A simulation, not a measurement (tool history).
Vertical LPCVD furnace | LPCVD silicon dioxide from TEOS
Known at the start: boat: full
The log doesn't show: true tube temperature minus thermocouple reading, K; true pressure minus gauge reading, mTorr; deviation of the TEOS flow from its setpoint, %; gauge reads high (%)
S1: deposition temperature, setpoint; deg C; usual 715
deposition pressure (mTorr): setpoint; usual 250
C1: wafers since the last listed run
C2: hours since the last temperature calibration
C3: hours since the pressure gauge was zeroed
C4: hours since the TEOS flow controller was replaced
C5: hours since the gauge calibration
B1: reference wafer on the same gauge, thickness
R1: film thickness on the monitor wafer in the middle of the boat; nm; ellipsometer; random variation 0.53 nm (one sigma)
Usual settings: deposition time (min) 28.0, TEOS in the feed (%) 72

Run 1, hour 0.0: usual settings; C1 0; C2 2299.5; C3 2719.2; C4 981.4; C5 151.0; B1 302.15. Result: R1 260.05 nm.
Run 2, hour 32.6: usual settings but TEOS in the feed (%) 66; C1 628; C2 2332.1; C3 2751.8; C4 1014.0; C5 183.6; B1 301.89. Result: R1 247.89 nm.
Run 3, hour 56.7: usual settings but TEOS in the feed (%) 66; C1 464; C2 2356.2; C3 2775.9; C4 1038.1; C5 207.7; B1 302.02. Result: R1 249.51 nm.
Run 4, hour 121.0: usual settings but TEOS in the feed (%) 66; C1 1239; C2 2420.5; C3 2840.2; C4 1102.4; C5 272.0; B1 301.96. Result: R1 247.25 nm.
Run 5, hour 176.6: usual settings but TEOS in the feed (%) 76; C1 1072; C2 2476.1; C3 2895.8; C4 1158.0; C5 327.6; B1 302.02. Result: R1 265.61 nm.
Run 6, hour 239.7: usual settings; C1 1216; C2 2539.2; C3 2958.9; C4 1221.1; C5 390.7; B1 301.88. Result: R1 259.21 nm.
Run 7, hour 304.0: usual settings; C1 1239; C2 2603.5; C3 3023.2; C4 1285.4; C5 455.0; B1 302.38. Result: R1 259.80 nm.
Run 8, hour 503.3: usual settings; C1 3843; C2 2802.8; C3 3222.5; C4 1484.7; C5 654.3; B1 302.02. Result: R1 258.29 nm.
Run 9, hour 564.5: usual settings; C1 1180; C2 2864.0; C3 3283.7; C4 1545.9; C5 715.5; B1 301.93. Result: R1 257.52 nm.
Run 10, hour 603.4: usual settings; C1 750; C2 2902.9; C3 3322.6; C4 1584.8; C5 754.4; B1 302.05. Result: R1 257.85 nm.
Run 11, hour 627.8: usual settings; C1 470; C2 2927.3; C3 3347.0; C4 1609.2; C5 778.8; B1 302.00. Result: R1 257.91 nm.
Run 12, hour 671.4: usual settings; C1 840; C2 2970.9; C3 3390.6; C4 1652.8; C5 822.4; B1 301.85. Result: R1 258.35 nm.
At hour 755.4: thermocouples replaced and temperature profile calibrated.
Run 13, hour 755.9: usual settings; C1 1166; C2 0.5; C3 3475.1; C4 1737.3; C5 906.9; B1 301.84. Result: R1 256.96 nm.
Run 14, hour 793.5: usual settings but S1 723 deg C, deposition pressure (mTorr) 200, deposition time (min) 20.5; C1 725; C2 38.1; C3 3512.7; C4 1774.9; C5 944.5; B1 302.01. Result: R1 198.82 nm.
Run 15, hour 826.5: usual settings but deposition pressure (mTorr) 235; C1 636; C2 71.1; C3 3545.7; C4 1807.9; C5 977.5; B1 301.84. Result: R1 248.72 nm.
At hour 890.9: pressure gauge zeroed.
Run 16, hour 891.4: usual settings; C1 788; C2 136.0; C3 0.5; C4 1872.8; C5 1042.4; B1 301.80. Result: R1 262.43 nm.
Run 17, hour 903.5: usual settings but S1 704 deg C, deposition time (min) 32.0, TEOS in the feed (%) 78; C1 233; C2 148.1; C3 12.6; C4 1884.9; C5 1054.5; B1 302.10. Result: R1 243.80 nm.
Run 18, hour 1100.6: usual settings but S1 705 deg C, deposition pressure (mTorr) 280, deposition time (min) 19.5; C1 3800; C2 345.2; C3 209.7; C4 2082.0; C5 1251.6; B1 302.00. Result: R1 153.88 nm.
At hour 1175.8: TEOS flow controller replaced.
Run 19, hour 1205.9: usual settings but deposition pressure (mTorr) 220; C1 1567; C2 450.5; C3 315.0; C4 30.1; C5 1356.9; B1 302.25. Result: R1 248.34 nm.
At hour 1246.7: gauge calibrated.
Run 20, hour 1253.8: usual settings but deposition time (min) 19.5; C1 923; C2 498.4; C3 362.9; C4 78.0; C5 7.1; B1 302.11. Result: R1 183.97 nm.
Run 21, hour 1290.4: usual settings but deposition time (min) 34.5; C1 705; C2 535.0; C3 399.5; C4 114.6; C5 43.7; B1 301.90. Result: R1 326.63 nm.
Run 22, hour 1316.2: usual settings but deposition pressure (mTorr) 305, deposition time (min) 39.0; C1 497; C2 560.8; C3 425.3; C4 140.4; C5 69.5; B1 302.25. Result: R1 406.36 nm.
Run 23, hour 1359.3: usual settings but S1 703 deg C, deposition pressure (mTorr) 210; C1 831; C2 603.9; C3 468.4; C4 183.5; C5 112.6; B1 302.00. Result: R1 184.22 nm.
Run 24, hour 1474.7: usual settings but deposition pressure (mTorr) 300, deposition time (min) 36.0, TEOS in the feed (%) 79; C1 2225; C2 719.3; C3 583.8; C4 298.9; C5 228.0; B1 301.87. Result: R1 390.54 nm.
Run 25, hour 1507.7: usual settings but deposition pressure (mTorr) 300, TEOS in the feed (%) 67; C1 636; C2 752.3; C3 616.8; C4 331.9; C5 261.0; B1 302.02. Result: R1 279.25 nm.
Run 26, hour 1536.2: usual settings; C1 549; C2 780.8; C3 645.3; C4 360.4; C5 289.5; B1 301.96. Result: R1 264.08 nm.
Run 27, hour 1570.0: usual settings but deposition pressure (mTorr) 190, deposition time (min) 36.0; C1 651; C2 814.6; C3 679.1; C4 394.2; C5 323.3; B1 301.74. Result: R1 296.02 nm.

Measured less the same run without the tool's hidden state. The same run-to-run variation is in both; the gauge's scatter may not be:
run     R1
  1  -5.02
  2  -4.97
  3  -5.08
  4  -5.27
  5  -5.69
  6  -5.87
  7  -6.12
  8  -6.92
  9  -7.16
 10  -7.36
 11  -7.46
 12  -7.68
 13  -8.05
 14  -7.74
 15  -8.57
 16  -2.24
 17  -1.75
 18  -1.58
 19  -0.29
 20  -0.17
 21  -0.32
 22  -0.27
 23  -0.28
 24  -0.50
 25  -0.27
 26  -0.43
 27  -0.76
